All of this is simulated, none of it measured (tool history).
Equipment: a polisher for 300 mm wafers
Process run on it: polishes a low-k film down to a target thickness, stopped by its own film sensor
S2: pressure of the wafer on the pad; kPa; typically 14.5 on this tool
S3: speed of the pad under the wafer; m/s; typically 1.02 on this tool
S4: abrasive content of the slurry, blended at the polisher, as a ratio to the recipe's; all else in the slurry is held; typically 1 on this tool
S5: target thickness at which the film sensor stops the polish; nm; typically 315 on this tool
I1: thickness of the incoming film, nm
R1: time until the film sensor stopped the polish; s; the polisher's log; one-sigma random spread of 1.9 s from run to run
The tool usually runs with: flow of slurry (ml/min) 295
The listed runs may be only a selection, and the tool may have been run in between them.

run 1 hour=0 | flow_of_slurry_(ml/min)=345 S2=14.5 S3=1.02 S4=1 S5=328 | I1=367.4 | R1=107.5
-- hour=48.5 slurry blender recalibrated
run 2 hour=51.6 | flow_of_slurry_(ml/min)=295 S2=14.5 S3=1.02 S4=1 S5=315 | I1=364.4 | R1=130.5
-- hour=60.5 head pressure recalibrated
run 3 hour=68.8 | flow_of_slurry_(ml/min)=295 S2=14.5 S3=1.22 S4=1 S5=301 | I1=373.9 | R1=168.8
run 4 hour=83.4 | flow_of_slurry_(ml/min)=295 S2=14.5 S3=1.22 S4=1 S5=301 | I1=366.8 | R1=150.2
-- hour=96 worn pad replaced by a new one
run 5 hour=97.8 | flow_of_slurry_(ml/min)=295 S2=14.5 S3=1.02 S4=1 S5=315 | I1=371.3 | R1=149.6
run 6 hour=109.2 | flow_of_slurry_(ml/min)=340 S2=14.5 S3=1.22 S4=1.1 S5=324 | I1=367.7 | R1=96.3
run 7 hour=120.7 | flow_of_slurry_(ml/min)=295 S2=10.3 S3=1.3 S4=0.85 S5=333 | I1=366.5 | R1=104.3
run 8 hour=129.6 | flow_of_slurry_(ml/min)=295 S2=15.9 S3=1.02 S4=1 S5=320 | I1=373.2 | R1=137.4
-- hour=131.8 conditioning disc replaced and pad reconditioned
run 9 hour=142 | flow_of_slurry_(ml/min)=295 S2=14.5 S3=1.02 S4=1 S5=329 | I1=373.1 | R1=121.4
-- hour=143 slurry nozzle cleaned
run 10 hour=152.2 | flow_of_slurry_(ml/min)=295 S2=14.5 S3=1.02 S4=1 S5=315 | I1=363.6 | R1=132.5
run 11 hour=163 | flow_of_slurry_(ml/min)=295 S2=14.5 S3=1.02 S4=1 S5=301 | I1=366.5 | R1=178.8
run 12 hour=172.8 | flow_of_slurry_(ml/min)=295 S2=13.1 S3=1.02 S4=1 S5=306 | I1=369.8 | R1=186.8
run 13 hour=180.3 | flow_of_slurry_(ml/min)=295 S2=14.5 S3=0.7 S4=0.8 S5=315 | I1=364.3 | R1=222
run 14 hour=187 | flow_of_slurry_(ml/min)=295 S2=14.5 S3=1.02 S4=1 S5=315 | I1=373.1 | R1=161.9
run 15 hour=195.2 | flow_of_slurry_(ml/min)=295 S2=14.5 S3=1.02 S4=1 S5=315 | I1=373.8 | R1=158.4
run 16 hour=208 | flow_of_slurry_(ml/min)=330 S2=14.5 S3=1.02 S4=0.9 S5=315 | I1=365.7 | R1=151.7
run 17 hour=221.3 | flow_of_slurry_(ml/min)=295 S2=9.7 S3=0.7 S4=1.2 S5=315 | I1=363.3 | R1=202.8
-- hour=235.1 worn pad replaced by a new one
run 18 hour=236.5 | flow_of_slurry_(ml/min)=295 S2=11 S3=1.02 S4=1 S5=315 | I1=377.3 | R1=204.8
run 19 hour=253.5 | flow_of_slurry_(ml/min)=295 S2=14.5 S3=1.02 S4=0.75 S5=298 | I1=368.7 | R1=261.1
run 20 hour=267.2 | flow_of_slurry_(ml/min)=205 S2=14.5 S3=1.02 S4=1 S5=315 | I1=369.8 | R1=157.6
run 21 hour=281 | flow_of_slurry_(ml/min)=295 S2=14.5 S3=1.02 S4=1 S5=315 | I1=374.2 | R1=159.3
run 22 hour=289.3 | flow_of_slurry_(ml/min)=255 S2=12.4 S3=1.02 S4=1.2 S5=315 | I1=368.8 | R1=147.1
run 23 hour=305.1 | flow_of_slurry_(ml/min)=340 S2=14.5 S3=0.84 S4=1 S5=310 | I1=369.7 | R1=191.4
run 24 hour=315.3 | flow_of_slurry_(ml/min)=295 S2=11 S3=0.8 S4=0.8 S5=315 | I1=366.6 | R1=252.4
run 25 hour=331.9 | flow_of_slurry_(ml/min)=375 S2=14.5 S3=1.02 S4=1 S5=315 | I1=372.6 | R1=157.7
run 26 hour=344.5 | flow_of_slurry_(ml/min)=325 S2=14.5 S3=1.02 S4=1 S5=325 | I1=369.4 | R1=121.5

Pick out some run-to-run changes in R1. Of each, how much would a tool without hidden state show as well, from the settings, what came in and chance, and how much is left for the hidden state and any gauge scatter not in both results compared?
Unlogged tool condition in this case: removal rate lost through wear of the pad, %; slurry flow missing at the pad, %; deviation of the head's pressure from its setpoint, %; abrasive missing from the slurry, %; time polished since the conditioner stopped cutting, s.
Run 19 -> 20: flow of slurry (ml/min) 295 -> 205, S4 0.75 -> 1, S5 298 -> 315. R1 -103.5 s: hidden state -11.1, all else -92.4.
Run 24 -> 25: flow of slurry (ml/min) 295 -> 375, S2 11 -> 14.5, S3 0.8 -> 1.02, S4 0.8 -> 1. R1 -94.7 s: hidden state -10.1, all else -84.6.
